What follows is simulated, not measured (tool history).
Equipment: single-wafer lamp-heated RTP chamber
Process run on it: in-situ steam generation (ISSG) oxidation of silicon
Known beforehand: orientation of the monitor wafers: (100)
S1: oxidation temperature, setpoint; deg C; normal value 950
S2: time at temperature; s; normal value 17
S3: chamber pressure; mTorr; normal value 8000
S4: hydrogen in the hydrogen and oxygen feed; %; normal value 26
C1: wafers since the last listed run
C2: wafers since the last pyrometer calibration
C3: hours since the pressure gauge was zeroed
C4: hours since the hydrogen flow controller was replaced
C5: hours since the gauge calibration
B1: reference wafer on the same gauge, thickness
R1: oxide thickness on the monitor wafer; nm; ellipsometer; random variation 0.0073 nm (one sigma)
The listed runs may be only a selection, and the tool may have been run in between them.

run     day   S1  S2    S3  S4   C1    C2      C3      C4     C5     B1     R1
  1       0  950  17  8000  26    0  3528  1516.8  4475.9   56.9  4.614  4.935
  2   0.708  950  17  8000  26  196  3724  1533.8  4492.9   73.9  4.613  4.941
      1.079  -- pyrometer window cleaned and pyrometer calibrated
  3   3.954  950  15  7400  26  808   798  1611.7  4570.8  151.8  4.612  4.663
  4   7.475  950  15  7400  26  977  1775  1696.2  4655.3  236.3  4.609  4.678
  5   8.721  950  17  8000  21  345  2120  1726.1  4685.2  266.2   4.61  4.648
  6   9.508  950  17  9000  18  218  2339    1745  4704.1  285.1  4.609  4.485
  7    10.5  950  17  9000  18  275  2614  1768.8  4727.9  308.9  4.609   4.48
  8  11.033  950  17  7500  26  148  2762  1781.6  4740.7  321.7  4.609   4.93
  9  11.546  950  17  7500  26  142  2904  1793.9    4753    334  4.608  4.925
 10  12.558  950  17  8000  26  280  3185  1818.2  4777.3  358.3  4.611  4.915
 11  13.638  950  17  8000  26  299  3485  1844.1  4803.2  384.2  4.611  4.925
 12  14.388  950  17  9100  26  208  3693  1862.1  4821.2  402.2  4.608  4.883
     15.575  -- pyrometer window cleaned and pyrometer calibrated
 13  15.804  950  17  8000  26  300    63  1896.1  4855.2  436.2  4.608  4.877
     17.054  -- hydrogen flow controller replaced
 14  17.075  935  10  8000  23  260   323  1926.6     0.5  466.7  4.612  3.753
 15  18.388  958  13  8500  19  364   687  1958.1      32  498.2  4.611  4.155
 16  19.025  962  22  8600  26  176   864  1973.4    47.3  513.5  4.612  5.606
     20.275  -- pressure gauge zeroed
 17  21.446  950  11  8000  32  579  1443    28.1   105.4  571.6  4.611  4.422
 18  22.254  950  17  8900  32  224  1668    47.5   124.8    591   4.61  5.114
     23.246  -- gauge calibrated
 19  23.404  950  17  8000  26  319  1987    75.1   152.4    3.8  4.612   4.92
 20  24.867  936  17  8000  19  405  2393   110.2   187.5   38.9  4.608  4.382
 21  26.112  959  15  6900  32  345  2738   140.1   217.4   68.8   4.61  5.101
 22  26.717  963  11  8000  31  167  2906   154.6   231.9   83.3  4.608  4.539
 23  28.162  950  15  8000  32  401  3307   189.3   266.6    118   4.61  4.966
 24  29.592  950  17  8000  26  396  3704   223.6   300.9  152.3  4.611  4.955

Below, each run's measurement less what the same run would have read without the hidden state. Both values contain the same run-to-run variation, but the gauge's scatter may not be the same in both:
Hidden conditions of the tool in this case: true wafer temperature minus pyrometer reading, K; true pressure minus gauge reading, Torr; deviation of the hydrogen flow from its setpoint, %; gauge reads high (%).
run      R1
  1  +0.071
  2  +0.075
  3  +0.018
  4  +0.034
  5  +0.042
  6  +0.044
  7  +0.048
  8  +0.056
  9  +0.059
 10  +0.064
 11   +0.07
 12  +0.073
 13   +0.01
 14  +0.009
 15  +0.018
 16  +0.035
 17  +0.028
 18  +0.044
 19  +0.048
 20  +0.045
 21  +0.064
 22  +0.054
 23  +0.068
 24  +0.079
